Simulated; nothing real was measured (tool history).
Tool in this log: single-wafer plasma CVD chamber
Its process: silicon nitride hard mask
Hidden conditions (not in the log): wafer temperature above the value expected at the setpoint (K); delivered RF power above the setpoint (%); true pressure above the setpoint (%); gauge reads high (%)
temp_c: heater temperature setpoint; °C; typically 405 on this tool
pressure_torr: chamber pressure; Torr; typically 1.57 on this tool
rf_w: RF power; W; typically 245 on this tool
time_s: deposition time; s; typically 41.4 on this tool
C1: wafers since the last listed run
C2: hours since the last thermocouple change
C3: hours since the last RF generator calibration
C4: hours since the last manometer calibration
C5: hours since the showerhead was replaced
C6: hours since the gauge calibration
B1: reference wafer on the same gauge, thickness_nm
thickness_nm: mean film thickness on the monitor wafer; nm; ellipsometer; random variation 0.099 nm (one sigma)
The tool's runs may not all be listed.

{"run": 1, "hour": 0.0, "temp_c": 395, "pressure_torr": 1.57, "rf_w": 270, "time_s": 41.4, "C1": 0, "C2": 2273.8, "C3": 1068.8, "C4": 59.6, "C5": 3146.7, "C6": 1634.8, "B1": 41.217, "thickness_nm": 40.666}
{"hour": 10.1, "done": "showerhead replaced"}
{"run": 2, "hour": 53.3, "temp_c": 395, "pressure_torr": 1.57, "rf_w": 270, "time_s": 41.4, "C1": 846, "C2": 2327.1, "C3": 1122.1, "C4": 112.9, "C5": 43.2, "C6": 1688.1, "B1": 41.257, "thickness_nm": 40.823}
{"hour": 127.4, "done": "thermocouple changed; heater temperature recalibrated"}
{"run": 3, "hour": 364.8, "temp_c": 405, "pressure_torr": 1.38, "rf_w": 245, "time_s": 36.9, "C1": 5671, "C2": 237.4, "C3": 1433.6, "C4": 424.4, "C5": 354.7, "C6": 1999.6, "B1": 41.466, "thickness_nm": 33.437}
{"run": 4, "hour": 418.1, "temp_c": 405, "pressure_torr": 1.83, "rf_w": 245, "time_s": 46.1, "C1": 996, "C2": 290.7, "C3": 1486.9, "C4": 477.7, "C5": 408, "C6": 2052.9, "B1": 41.495, "thickness_nm": 44.664}
{"hour": 418.7, "done": "gauge calibrated"}
{"run": 5, "hour": 501.0, "temp_c": 405, "pressure_torr": 1.57, "rf_w": 245, "time_s": 41.4, "C1": 1549, "C2": 373.6, "C3": 1569.8, "C4": 560.6, "C5": 490.9, "C6": 82.3, "B1": 40.766, "thickness_nm": 37.879}
{"run": 6, "hour": 550.1, "temp_c": 405, "pressure_torr": 1.57, "rf_w": 245, "time_s": 41.4, "C1": 917, "C2": 422.7, "C3": 1618.9, "C4": 609.7, "C5": 540, "C6": 131.4, "B1": 40.776, "thickness_nm": 37.974}
{"run": 7, "hour": 587.2, "temp_c": 405, "pressure_torr": 1.57, "rf_w": 245, "time_s": 36.8, "C1": 693, "C2": 459.8, "C3": 1656, "C4": 646.8, "C5": 577.1, "C6": 168.5, "B1": 40.771, "thickness_nm": 33.865}
{"run": 8, "hour": 686.7, "temp_c": 405, "pressure_torr": 1.4, "rf_w": 290, "time_s": 36.9, "C1": 1859, "C2": 559.3, "C3": 1755.5, "C4": 746.3, "C5": 676.6, "C6": 268, "B1": 40.75, "thickness_nm": 36.476}
{"run": 9, "hour": 755.3, "temp_c": 405, "pressure_torr": 1.57, "rf_w": 245, "time_s": 44.9, "C1": 1281, "C2": 627.9, "C3": 1824.1, "C4": 814.9, "C5": 745.2, "C6": 336.6, "B1": 40.778, "thickness_nm": 41.187}
{"hour": 792.9, "done": "RF generator calibrated"}
{"run": 10, "hour": 859.0, "temp_c": 399, "pressure_torr": 1.39, "rf_w": 245, "time_s": 37.2, "C1": 1788, "C2": 731.6, "C3": 66.1, "C4": 918.6, "C5": 848.9, "C6": 440.3, "B1": 40.807, "thickness_nm": 33.199}
{"run": 11, "hour": 933.0, "temp_c": 405, "pressure_torr": 1.57, "rf_w": 230, "time_s": 41.4, "C1": 1382, "C2": 805.6, "C3": 140.1, "C4": 992.6, "C5": 922.9, "C6": 514.3, "B1": 40.822, "thickness_nm": 36.517}
{"run": 12, "hour": 983.6, "temp_c": 419, "pressure_torr": 1.77, "rf_w": 285, "time_s": 33.5, "C1": 945, "C2": 856.2, "C3": 190.7, "C4": 1043.2, "C5": 973.5, "C6": 564.9, "B1": 40.83, "thickness_nm": 34.634}
{"run": 13, "hour": 1033.3, "temp_c": 397, "pressure_torr": 1.69, "rf_w": 270, "time_s": 49, "C1": 928, "C2": 905.9, "C3": 240.4, "C4": 1092.9, "C5": 1023.2, "C6": 614.6, "B1": 40.858, "thickness_nm": 48.662}
{"run": 14, "hour": 1093.1, "temp_c": 411, "pressure_torr": 1.29, "rf_w": 245, "time_s": 36.4, "C1": 1117, "C2": 965.7, "C3": 300.2, "C4": 1152.7, "C5": 1083, "C6": 674.4, "B1": 40.831, "thickness_nm": 31.878}
{"run": 15, "hour": 1173.2, "temp_c": 405, "pressure_torr": 1.28, "rf_w": 245, "time_s": 41.4, "C1": 1496, "C2": 1045.8, "C3": 380.3, "C4": 1232.8, "C5": 1163.1, "C6": 754.5, "B1": 40.866, "thickness_nm": 36.261}
{"run": 16, "hour": 1222.6, "temp_c": 405, "pressure_torr": 1.94, "rf_w": 205, "time_s": 41.4, "C1": 923, "C2": 1095.2, "C3": 429.7, "C4": 1282.2, "C5": 1212.5, "C6": 803.9, "B1": 40.868, "thickness_nm": 35.91}
{"run": 17, "hour": 1268.6, "temp_c": 405, "pressure_torr": 1.88, "rf_w": 205, "time_s": 47.8, "C1": 859, "C2": 1141.2, "C3": 475.7, "C4": 1328.2, "C5": 1258.5, "C6": 849.9, "B1": 40.921, "thickness_nm": 41.111}
{"run": 18, "hour": 1373.4, "temp_c": 391, "pressure_torr": 1.81, "rf_w": 245, "time_s": 41.4, "C1": 1958, "C2": 1246, "C3": 580.5, "C4": 1433, "C5": 1363.3, "C6": 954.7, "B1": 40.933, "thickness_nm": 39.795}
{"run": 19, "hour": 1420.7, "temp_c": 411, "pressure_torr": 1.29, "rf_w": 245, "time_s": 36.4, "C1": 883, "C2": 1293.3, "C3": 627.8, "C4": 1480.3, "C5": 1410.6, "C6": 1002, "B1": 40.955, "thickness_nm": 31.808}
{"run": 20, "hour": 1472.5, "temp_c": 405, "pressure_torr": 1.57, "rf_w": 245, "time_s": 36.8, "C1": 968, "C2": 1345.1, "C3": 679.6, "C4": 1532.1, "C5": 1462.4, "C6": 1053.8, "B1": 40.973, "thickness_nm": 34.033}
{"run": 21, "hour": 1695.5, "temp_c": 405, "pressure_torr": 1.93, "rf_w": 245, "time_s": 41.4, "C1": 4167, "C2": 1568.1, "C3": 902.6, "C4": 1755.1, "C5": 1685.4, "C6": 1276.8, "B1": 41.057, "thickness_nm": 40.25}
{"run": 22, "hour": 1753.8, "temp_c": 400, "pressure_torr": 1.41, "rf_w": 265, "time_s": 49.2, "C1": 1089, "C2": 1626.4, "C3": 960.9, "C4": 1813.4, "C5": 1743.7, "C6": 1335.1, "B1": 41.082, "thickness_nm": 46.509}
{"run": 23, "hour": 1793.0, "temp_c": 405, "pressure_torr": 1.57, "rf_w": 245, "time_s": 41.4, "C1": 732, "C2": 1665.6, "C3": 1000.1, "C4": 1852.6, "C5": 1782.9, "C6": 1374.3, "B1": 41.111, "thickness_nm": 38.053}
{"run": 24, "hour": 1858.1, "temp_c": 405, "pressure_torr": 1.57, "rf_w": 245, "time_s": 41.4, "C1": 1216, "C2": 1730.7, "C3": 1065.2, "C4": 1917.7, "C5": 1848, "C6": 1439.4, "B1": 41.176, "thickness_nm": 38.228}
{"run": 25, "hour": 1915.7, "temp_c": 399, "pressure_torr": 1.57, "rf_w": 200, "time_s": 41.4, "C1": 1076, "C2": 1788.3, "C3": 1122.8, "C4": 1975.3, "C5": 1905.6, "C6": 1497, "B1": 41.193, "thickness_nm": 33.899}
{"hour": 1982.4, "done": "capacitance manometer re-zeroed and calibrated"}
{"run": 26, "hour": 2005.9, "temp_c": 396, "pressure_torr": 1.57, "rf_w": 245, "time_s": 41.4, "C1": 1536, "C2": 1878.5, "C3": 1213, "C4": 23.5, "C5": 1995.8, "C6": 1587.2, "B1": 41.237, "thickness_nm": 38.708}
{"run": 27, "hour": 2100.3, "temp_c": 411, "pressure_torr": 1.9, "rf_w": 290, "time_s": 45.3, "C1": 1764, "C2": 1972.9, "C3": 1307.4, "C4": 117.9, "C5": 2090.2, "C6": 1681.6, "B1": 41.283, "thickness_nm": 48.65}
{"run": 28, "hour": 2151.0, "temp_c": 411, "pressure_torr": 1.57, "rf_w": 210, "time_s": 46, "C1": 947, "C2": 2023.6, "C3": 1358.1, "C4": 168.6, "C5": 2140.9, "C6": 1732.3, "B1": 41.292, "thickness_nm": 38.916}

Predict each of these 4 candidate next runs independently; none follows another, all start after run 28:
{"run": "A", "hour": 2151.4, "temp_c": 405, "pressure_torr": 1.57, "rf_w": 220, "time_s": 41.4, "C1": 7, "C2": 2024, "C3": 1358.5, "C4": 169, "C5": 2141.3, "C6": 1732.7, "B1": "?", "thickness_nm": "?"}
{"run": "B", "hour": 2151.4, "temp_c": 399, "pressure_torr": 1.36, "rf_w": 270, "time_s": 41.4, "C1": 7, "C2": 2024, "C3": 1358.5, "C4": 169, "C5": 2141.3, "C6": 1732.7, "B1": "?", "thickness_nm": "?"}
{"run": "C", "hour": 2151.4, "temp_c": 405, "pressure_torr": 1.57, "rf_w": 200, "time_s": 41.4, "C1": 7, "C2": 2024, "C3": 1358.5, "C4": 169, "C5": 2141.3, "C6": 1732.7, "B1": "?", "thickness_nm": "?"}
{"run": "D", "hour": 2151.4, "temp_c": 405, "pressure_torr": 1.57, "rf_w": 245, "time_s": 43.7, "C1": 7, "C2": 2024, "C3": 1358.5, "C4": 169, "C5": 2141.3, "C6": 1732.7, "B1": "?", "thickness_nm": "?"}

run=A B1=41.324 thickness_nm=36.095
run=B B1=41.324 thickness_nm=39.638
run=C B1=41.324 thickness_nm=33.992
run=D B1=41.324 thickness_nm=40.718
Take away the tool's hidden state, keep each run's random variation, and the runs would have read:
run=A thickness_nm=35.552
run=B thickness_nm=39.042
run=C thickness_nm=33.481
run=D thickness_nm=40.106
